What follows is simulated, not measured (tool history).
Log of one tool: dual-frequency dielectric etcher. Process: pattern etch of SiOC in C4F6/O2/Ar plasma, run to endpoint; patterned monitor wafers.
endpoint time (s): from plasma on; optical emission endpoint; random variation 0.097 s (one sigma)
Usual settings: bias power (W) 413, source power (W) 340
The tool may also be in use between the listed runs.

run	hour	bias power (W)	source power (W)	incoming incoming film thickness, nm	endpoint time (s)
1	0	413	340	42.09	16.5
2	14.1	413	340	42.9	16.9
3	31.4	357	340	42.41	17.4
4	48.1	413	390	42.35	16
5	90.7	413	390	42.25	16.1
6	128.1	413	390	42.72	16.2
7	144.5	413	300	42.69	17.6
8	161.5	413	300	42.03	17.3
9	181.4	413	300	42.5	17.6
10	224.7	413	340	42.42	16.9
11	246.8	413	340	42.83	17.1
12	266.2	364	420	42.11	16.5
13	306.1	444	420	42.45	15.7
14	322.6	454	300	42.41	17
15	351.2	480	390	42.78	15.7
16	388.6	513	270	42.6	16.2
17	407.9	501	340	42.18	15.1
18	439.3	467	380	42.39	15.1
19	459.8	413	340	42.37	16.1
20	491.7	349	340	42.47	17.3

Not shown: 4 entries that the log had between the listed runs. Between which runs, and how does the tool's hidden state differ before and after?
Between runs 9 and 10: upper electrode replaced (hour 224.2)
  etch rate over this chamber's usual, %: -3.83 -> -4.19
  measured less the result without the state, endpoint time (s): +0.6 -> +0.7
Between runs 11 and 12: source power generator calibrated (hour 265.7)
  etch rate over this chamber's usual, %: -4.37 -> -4.53
  measured less the result without the state, endpoint time (s): +0.7 -> +0.8
Between runs 12 and 13: bias power generator calibrated (hour 305.6)
  etch rate over this chamber's usual, %: -4.53 -> -4.85
  measured less the result without the state, endpoint time (s): +0.8 -> +0.8
Between runs 15 and 16: wet clean of the chamber (hour 388.1)
  etch rate over this chamber's usual, %: -5.22 -> 0.926
  measured less the result without the state, endpoint time (s): +0.8 -> -0.1

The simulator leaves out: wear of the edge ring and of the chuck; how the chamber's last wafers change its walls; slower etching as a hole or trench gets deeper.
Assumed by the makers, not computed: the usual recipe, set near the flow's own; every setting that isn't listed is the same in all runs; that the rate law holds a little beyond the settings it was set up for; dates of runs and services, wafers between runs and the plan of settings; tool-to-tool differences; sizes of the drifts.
